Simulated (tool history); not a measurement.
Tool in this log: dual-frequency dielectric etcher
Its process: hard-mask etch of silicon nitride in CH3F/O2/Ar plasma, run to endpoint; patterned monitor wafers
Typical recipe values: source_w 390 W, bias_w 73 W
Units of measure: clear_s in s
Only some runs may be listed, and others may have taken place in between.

run	hour	source_w	bias_w	incoming incoming film thickness, nm	clear_s
1	0.0	440	73	34.63	51.0
2	18.8	440	73	34.60	51.0
3	41.6	440	73	34.74	51.1
4	59.9	390	73	34.32	52.3
5	73.9	340	81	34.59	53.5
6	87.4	340	81	34.47	53.5
7	118.9	450	73	34.53	50.7
8	147.4	450	73	34.70	51.0
9	162.8	390	79	34.72	52.1
10	181.3	390	79	34.66	52.1
11	193.6	470	63	34.64	52.5
12	221.4	470	63	34.52	52.3
13	252.9	470	63	34.67	52.9
14	271.0	390	73	34.65	53.5
15	290.5	390	73	35.04	54.3
# hour 320.5: bias power generator calibrated
16	321.0	390	73	34.35	53.4
# hour 357.4: upper electrode replaced
# hour 372.2: wet clean of the chamber
17	372.7	390	73	34.35	51.4
18	373.0	330	56	34.75	59.3
19	385.9	450	63	34.07	51.0
20	416.7	350	67	34.69	55.2
21	443.0	480	87	34.52	46.0
22	465.6	460	87	34.79	47.3
# hour 488.8: source power generator calibrated
23	495.7	460	90	34.43	46.3
24	511.0	310	83	34.78	54.0
25	523.1	390	73	34.62	52.3
26	545.9	320	84	34.57	53.0
27	579.0	440	79	34.20	48.8
28	598.0	340	81	34.18	52.3
29	622.6	440	65	34.15	51.9
30	645.5	390	66	34.46	54.2
31	658.4	470	66	34.32	51.0

Alternative continuations, all from the tool just after run 31; predict every row:
A	658.8	390	61	34.40	?
B	658.8	290	73	34.40	?
C	658.8	430	73	34.40	?

run	clear_s
A	55.3
B	57.3
C	50.9
With no hidden state in the tool, these same runs would have given:
run	clear_s
A	54.6
B	56.5
C	50.2
